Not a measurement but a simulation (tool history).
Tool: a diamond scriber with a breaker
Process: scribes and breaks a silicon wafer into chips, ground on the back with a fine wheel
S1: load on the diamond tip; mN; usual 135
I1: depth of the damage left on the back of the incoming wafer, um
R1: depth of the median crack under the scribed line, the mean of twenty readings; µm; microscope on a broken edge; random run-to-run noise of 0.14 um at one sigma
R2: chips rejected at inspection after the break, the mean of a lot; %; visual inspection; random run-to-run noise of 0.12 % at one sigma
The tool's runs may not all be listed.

run	hour	S1	I1	R1	R2
1	0.0	150	2.88	12.21	2.22
2	13.6	150	1.93	12.01	1.54
3	28.9	150	2.21	11.96	1.88
4	39.2	135	2.46	11.39	2.75
5	46.1	135	1.61	11.41	1.92
6	54.9	135	1.67	11.68	1.92
7	63.3	135	1.64	11.41	1.97
8	69.9	135	1.59	11.55	2.07
9	84.9	135	1.78	11.20	2.42
10	92.4	156	2.00	12.08	1.61
11	110.1	156	2.87	12.18	2.69
12	121.0	135	1.51	11.08	2.68
13	137.1	153	2.69	11.63	2.78
14	148.2	153	1.97	11.57	1.72
15	164.9	135	2.94	10.97	4.20
16	179.7	153	2.61	11.25	2.88
17	194.8	117	2.31	9.07	10.97
18	211.6	170	2.15	10.56	4.99
19	226.2	159	1.77	10.21	6.25
20	233.5	164	1.98	10.32	5.68
21	250.7	135	2.12	9.42	9.89
22	266.8	152	2.80	12.67	2.40
23	276.3	122	1.76	11.90	1.50
24	291.5	135	2.94	12.00	2.68
25	308.0	135	2.44	12.24	1.84
26	322.8	101	2.05	11.03	2.79
27	332.7	96	1.78	10.80	2.68
28	342.4	106	1.95	11.22	2.52
29	351.7	135	1.72	12.31	1.48

Not shown: 3 entries that the log had between the listed runs. Between which runs, and how does the tool's hidden state differ before and after?
In the gap between runs 16 and 17: diamond tip replaced by a new one (hour 193.2)
  share of the diamond tip's cutting effectiveness lost through wear, %: 16.9 -> 32.2
  the result without the hidden state subtracted from the measured one, R1: -1.48 -> -2.68 µm; R2: +0.75 -> +9.06 %
In the gap between runs 20 and 21: load on the tip recalibrated (hour 247.4)
  share of the diamond tip's cutting effectiveness lost through wear, %: 32.3 -> 32.4
  the result without the hidden state subtracted from the measured one, R1: -3.07 -> -2.81 µm; R2: +3.61 -> +8.11 %
In the gap between runs 21 and 22: diamond tip replaced by a new one, repeated, since the last time left the tool worse (hour 260.7)
  share of the diamond tip's cutting effectiveness lost through wear, %: 32.4 -> 0.768
  the result without the hidden state subtracted from the measured one, R1: -2.81 -> -0.07 µm; R2: +8.11 -> -0.03 %
